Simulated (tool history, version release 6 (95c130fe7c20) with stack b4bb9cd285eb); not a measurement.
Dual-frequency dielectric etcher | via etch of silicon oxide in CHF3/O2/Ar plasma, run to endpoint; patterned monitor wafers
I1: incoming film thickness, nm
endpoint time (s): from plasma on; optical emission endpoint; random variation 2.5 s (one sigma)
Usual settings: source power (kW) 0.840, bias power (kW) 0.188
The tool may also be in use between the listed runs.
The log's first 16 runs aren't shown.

{"run": 17, "day": 54.642, "source power (kW)": 0.84, "bias power (kW)": 0.209, "I1": 629.5, "endpoint time (s)": 262.2}
{"run": 18, "day": 56.475, "source power (kW)": 0.84, "bias power (kW)": 0.188, "I1": 631.7, "endpoint time (s)": 274.7}
{"run": 19, "day": 59.796, "source power (kW)": 0.78, "bias power (kW)": 0.229, "I1": 628.2, "endpoint time (s)": 254.3}
{"day": 62.642, "done": "wet clean of the chamber"}
{"run": 20, "day": 62.817, "source power (kW)": 0.93, "bias power (kW)": 0.201, "I1": 630.8, "endpoint time (s)": 266.9}
{"day": 64.121, "done": "source power generator calibrated"}
{"run": 21, "day": 65.154, "source power (kW)": 0.84, "bias power (kW)": 0.188, "I1": 631.3, "endpoint time (s)": 276.9}
{"run": 22, "day": 69.504, "source power (kW)": 0.84, "bias power (kW)": 0.205, "I1": 622.8, "endpoint time (s)": 265.2}
{"day": 73.075, "done": "upper electrode replaced"}
{"run": 23, "day": 73.096, "source power (kW)": 0.84, "bias power (kW)": 0.188, "I1": 632.4, "endpoint time (s)": 280.9}
{"run": 24, "day": 80.196, "source power (kW)": 0.71, "bias power (kW)": 0.188, "I1": 630.7, "endpoint time (s)": 291.3}
{"run": 25, "day": 82.196, "source power (kW)": 0.75, "bias power (kW)": 0.163, "I1": 633.9, "endpoint time (s)": 306.1}
{"day": 89.192, "done": "wet clean of the chamber"}
{"run": 26, "day": 94.038, "source power (kW)": 0.93, "bias power (kW)": 0.209, "I1": 635.2, "endpoint time (s)": 255.5}
{"day": 94.883, "done": "bias power generator calibrated"}
{"run": 27, "day": 96.538, "source power (kW)": 0.64, "bias power (kW)": 0.163, "I1": 635.0, "endpoint time (s)": 323.5}
{"run": 28, "day": 100.792, "source power (kW)": 0.67, "bias power (kW)": 0.205, "I1": 624.0, "endpoint time (s)": 285.7}
{"run": 29, "day": 104.621, "source power (kW)": 1.03, "bias power (kW)": 0.188, "I1": 625.6, "endpoint time (s)": 256.0}
{"run": 30, "day": 107.125, "source power (kW)": 0.84, "bias power (kW)": 0.188, "I1": 626.1, "endpoint time (s)": 269.5}
{"day": 115.342, "done": "wet clean of the chamber"}
{"run": 31, "day": 117.6, "source power (kW)": 0.84, "bias power (kW)": 0.188, "I1": 628.4, "endpoint time (s)": 270.4}
{"run": 32, "day": 119.312, "source power (kW)": 0.76, "bias power (kW)": 0.206, "I1": 634.4, "endpoint time (s)": 272.8}
{"day": 120.233, "done": "source power generator calibrated"}
{"run": 33, "day": 121.758, "source power (kW)": 0.77, "bias power (kW)": 0.148, "I1": 629.5, "endpoint time (s)": 309.5}
{"run": 34, "day": 123.858, "source power (kW)": 1.04, "bias power (kW)": 0.188, "I1": 620.7, "endpoint time (s)": 253.7}

5 ways to go on from here, each from the tool as it stands after run 34. What would each give?
{"run": "A", "day": 123.879, "source power (kW)": 0.84, "bias power (kW)": 0.188, "I1": 631.8, "endpoint time (s)": "?"}
{"run": "B", "day": 123.879, "source power (kW)": 0.68, "bias power (kW)": 0.149, "I1": 631.8, "endpoint time (s)": "?"}
{"run": "C", "day": 123.879, "source power (kW)": 0.71, "bias power (kW)": 0.235, "I1": 631.8, "endpoint time (s)": "?"}
{"run": "D", "day": 123.879, "source power (kW)": 0.91, "bias power (kW)": 0.159, "I1": 631.8, "endpoint time (s)": "?"}
{"run": "E", "day": 123.879, "source power (kW)": 1.03, "bias power (kW)": 0.225, "I1": 631.8, "endpoint time (s)": "?"}

run=A endpoint_time_(s)=274.4
run=B endpoint_time_(s)=322.7
run=C endpoint_time_(s)=264.4
run=D endpoint_time_(s)=285.8
run=E endpoint_time_(s)=238.8
Without the tool's hidden state the same runs would have given:
run=A endpoint_time_(s)=279.0
run=B endpoint_time_(s)=328.1
run=C endpoint_time_(s)=268.9
run=D endpoint_time_(s)=290.6
run=E endpoint_time_(s)=242.8

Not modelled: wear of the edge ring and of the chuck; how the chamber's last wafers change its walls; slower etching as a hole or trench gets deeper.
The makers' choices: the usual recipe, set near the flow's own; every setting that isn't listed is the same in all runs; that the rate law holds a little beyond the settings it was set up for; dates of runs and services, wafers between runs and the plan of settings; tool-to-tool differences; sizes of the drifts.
